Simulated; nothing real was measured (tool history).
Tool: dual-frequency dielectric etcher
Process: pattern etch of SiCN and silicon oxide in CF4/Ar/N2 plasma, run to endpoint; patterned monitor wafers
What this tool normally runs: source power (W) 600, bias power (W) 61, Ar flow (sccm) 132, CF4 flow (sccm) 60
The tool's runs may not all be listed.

| run | day | source power (W) | bias power (W) | Ar flow (sccm) | CF4 flow (sccm) | wafers since the last listed run | hours since the last wet clean | hours since the last source power generator calibration | hours since the last bias power generator calibration | hours since the last Ar flow controller change | hours since the last CF4 flow controller change | hours since the last upper electrode change | incoming incoming film thickness, nm | endpoint time (s) |
|---|---|---|---|---|---|---|---|---|---|---|---|---|---|---|
| 1 | 0.000 | 600 | 61 | 108 | 60 | 0 | 328.4 | 1548.4 | 3216.7 | 4989.4 | 4965.4 | 5662.2 | 13.16 | 11.4 |
| 2 | 0.721 | 600 | 61 | 108 | 60 | 272 | 345.7 | 1565.7 | 3234.0 | 5006.7 | 4982.7 | 5679.5 | 13.17 | 11.3 |
| 3 | 1.225 | 600 | 61 | 132 | 55 | 190 | 357.8 | 1577.8 | 3246.1 | 5018.8 | 4994.8 | 5691.6 | 13.14 | 11.8 |
| 4 | 1.733 | 600 | 61 | 132 | 55 | 192 | 370.0 | 1590.0 | 3258.3 | 5031.0 | 5007.0 | 5703.8 | 13.16 | 11.8 |
| 5 | 2.421 | 600 | 61 | 132 | 55 | 260 | 386.5 | 1606.5 | 3274.8 | 5047.5 | 5023.5 | 5720.3 | 13.04 | 11.7 |
| 6 | 3.825 | 600 | 61 | 132 | 60 | 531 | 420.2 | 1640.2 | 3308.5 | 5081.2 | 5057.2 | 5754.0 | 13.27 | 11.6 |
| 7 | 4.825 | 600 | 61 | 132 | 60 | 378 | 444.2 | 1664.2 | 3332.5 | 5105.2 | 5081.2 | 5778.0 | 13.08 | 11.3 |
|  | 6.017 | wet clean of the chamber |
| 8 | 6.038 | 600 | 61 | 156 | 60 | 80 | 0.5 | 1693.3 | 3361.6 | 5134.3 | 5110.3 | 5807.1 | 13.04 | 11.8 |
| 9 | 8.925 | 510 | 48 | 132 | 74 | 1093 | 69.8 | 1762.6 | 3430.9 | 5203.6 | 5179.6 | 5876.4 | 13.05 | 13.6 |
| 10 | 10.383 | 510 | 48 | 132 | 74 | 552 | 104.8 | 1797.6 | 3465.9 | 5238.6 | 5214.6 | 5911.4 | 13.05 | 13.5 |
| 11 | 11.096 | 750 | 75 | 132 | 60 | 269 | 121.9 | 1814.7 | 3483.0 | 5255.7 | 5231.7 | 5928.5 | 13.16 | 8.8 |
| 12 | 11.621 | 460 | 52 | 156 | 71 | 198 | 134.5 | 1827.3 | 3495.6 | 5268.3 | 5244.3 | 5941.1 | 13.03 | 14.9 |
| 13 | 12.617 | 600 | 72 | 147 | 65 | 377 | 158.4 | 1851.2 | 3519.5 | 5292.2 | 5268.2 | 5965.0 | 13.27 | 10.8 |
|  | 13.879 | bias power generator calibrated |
|  | 14.375 | upper electrode replaced |
| 14 | 14.396 | 550 | 46 | 152 | 72 | 422 | 201.1 | 1893.9 | 12.4 | 5334.9 | 5310.9 | 0.5 | 13.08 | 13.0 |
| 15 | 15.017 | 600 | 61 | 132 | 60 | 235 | 216.0 | 1908.8 | 27.3 | 5349.8 | 5325.8 | 15.4 | 13.04 | 11.3 |
|  | 15.475 | CF4 flow controller replaced |
|  | 16.175 | source power generator calibrated |
| 16 | 16.346 | 600 | 61 | 132 | 70 | 345 | 247.9 | 4.1 | 59.2 | 5381.7 | 20.9 | 47.3 | 13.15 | 11.5 |
|  | 16.800 | Ar flow controller replaced |
| 17 | 16.908 | 480 | 68 | 103 | 51 | 118 | 261.4 | 17.6 | 72.7 | 2.6 | 34.4 | 60.8 | 12.95 | 14.2 |
| 18 | 18.117 | 480 | 61 | 132 | 60 | 457 | 290.4 | 46.6 | 101.7 | 31.6 | 63.4 | 89.8 | 13.09 | 14.6 |
| 19 | 18.888 | 600 | 61 | 132 | 60 | 291 | 308.9 | 65.1 | 120.2 | 50.1 | 81.9 | 108.3 | 13.18 | 12.0 |
| 20 | 20.350 | 600 | 61 | 132 | 60 | 553 | 344.0 | 100.2 | 155.3 | 85.2 | 117.0 | 143.4 | 13.12 | 12.0 |
| 21 | 21.600 | 600 | 57 | 120 | 73 | 473 | 374.0 | 130.2 | 185.3 | 115.2 | 147.0 | 173.4 | 13.01 | 11.4 |
| 22 | 22.204 | 740 | 55 | 112 | 64 | 228 | 388.5 | 144.7 | 199.8 | 129.7 | 161.5 | 187.9 | 13.13 | 9.9 |
| 23 | 22.871 | 600 | 61 | 132 | 60 | 252 | 404.5 | 160.7 | 215.8 | 145.7 | 177.5 | 203.9 | 13.08 | 11.8 |

A few steps of endpoint time (s) between consecutive runs. Split each: what settings, incoming material and random variation would produce without the hidden state, and what is left over for the hidden state, along with gauge scatter present in only one of the two compared results (measured, and without hidden state):
Hidden conditions of the tool in this case: etch rate over this chamber's usual, %; source power that arrives over what is set, %; bias power that arrives over what is set, %; Ar flow that arrives over what is set, %; CF4 flow that arrives over what is set, %.
Run 10 -> 11: source power (W) 510 -> 750, bias power (W) 48 -> 75, CF4 flow (sccm) 74 -> 60. endpoint time (s) -4.7: hidden state +0.2, all else -4.9.
Run 11 -> 12: source power (W) 750 -> 460, bias power (W) 75 -> 52, Ar flow (sccm) 132 -> 156, CF4 flow (sccm) 60 -> 71. endpoint time (s) +6.1: hidden state -0.3, all else +6.4.
Run 15 -> 16: CF4 flow (sccm) 60 -> 70, CF4 flow controller replaced, source power generator calibrated. endpoint time (s) +0.2: hidden state +0.6, all else -0.4.
